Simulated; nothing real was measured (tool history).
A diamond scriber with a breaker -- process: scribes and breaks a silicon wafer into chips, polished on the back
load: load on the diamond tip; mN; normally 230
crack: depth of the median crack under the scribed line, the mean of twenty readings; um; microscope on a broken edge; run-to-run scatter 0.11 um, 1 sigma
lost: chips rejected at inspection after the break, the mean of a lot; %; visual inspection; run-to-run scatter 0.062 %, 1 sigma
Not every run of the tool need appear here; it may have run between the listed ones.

run	day	load	wafers since the last listed run	hours since the diamond tip was replaced	hours since the load on the tip was calibrated	incoming depth of the damage left on the back of the incoming wafer, um	crack	lost
1	0	230	0	164.5	48.4	0.02	10.81	1.28
2	0.9	230	55	186.1	70	0.03	10.47	1.1
3	2.338	185	87	220.6	104.5	0.04	9.51	2.8
4	3.596	185	76	250.8	134.7	0.01	9.57	2.71
5	4.142	185	33	263.9	147.8	0.05	9.6	2.49
6	5.262	188	68	290.8	174.7	0.05	9.61	2.41
7	6.238	188	59	314.2	198.1	0.04	9.45	2.58
8	7.171	188	57	336.6	220.5	0.02	9.52	2.81
9	8.558	230	84	369.9	253.8	0.04	10.62	1.05
10	10.05	230	91	405.7	289.6	0.02	10.51	1.06
11	10.792	230	45	423.5	307.4	0.01	10.52	1.1
# day 11.038: diamond tip replaced by a new one
12	11.567	261	42	12.7	326	0.03	11.02	1.64
13	12.962	261	85	46.2	359.5	0.01	11	1.43
14	14.025	261	64	71.7	385	0.05	10.94	1.4
15	15.396	230	83	104.6	417.9	0.05	10.36	1.2
16	16.179	230	47	123.4	436.7	0.05	10.37	1.3
17	16.867	207	42	139.9	453.2	0.02	9.93	2.18
18	17.683	230	49	159.5	472.8	0.01	10.04	1.39
19	18.488	275	49	178.8	492.1	0.04	11.19	1.43
20	19.342	230	52	199.3	512.6	0.02	10.16	1.27
21	20.717	230	84	232.3	545.6	0.01	10.05	1.36
22	21.692	192	59	255.7	569	0.03	9.15	4.01
# day 22.317: load on the tip recalibrated
23	23.183	268	86	291.5	20.8	0.05	11.64	2.17
24	24.258	283	65	317.3	46.6	0.02	11.59	3.08
25	25.754	188	91	353.2	82.5	0.01	9.82	2.6
26	26.279	203	32	365.8	95.1	0.02	9.76	1.8
27	27.317	189	63	390.7	120	0.03	9.68	2.36
28	27.875	280	34	404.1	133.4	0.04	11.63	2.62
# day 28.117: diamond tip replaced by a new one
29	32.05	265	250	94.4	233.6	0.01	11.36	1.91
30	32.65	230	36	108.8	248	0.04	10.43	1.16
31	35.196	251	155	169.9	309.1	0.03	10.77	1.18
32	36.233	204	63	194.8	334	0.05	9.89	2.08

Consider 5 possible next runs. They are alternatives, not a sequence: every one starts from the tool as it was left by run 32. What does each give?
A	36.262	176	1	195.5	334.7	0.04	?	?
B	36.262	164	1	195.5	334.7	0.04	?	?
C	36.262	212	1	195.5	334.7	0.04	?	?
D	36.262	175	1	195.5	334.7	0.04	?	?
E	36.262	194	1	195.5	334.7	0.04	?	?

run	crack	lost
A	9.14	4.35
B	8.84	5.88
C	9.99	1.63
D	9.11	4.46
E	9.57	2.66
Had the tool no hidden state, the same runs would have come out as:
run	crack	lost
A	9.31	3.57
B	9.02	4.94
C	10.18	1.34
D	9.29	3.67
E	9.75	2.13
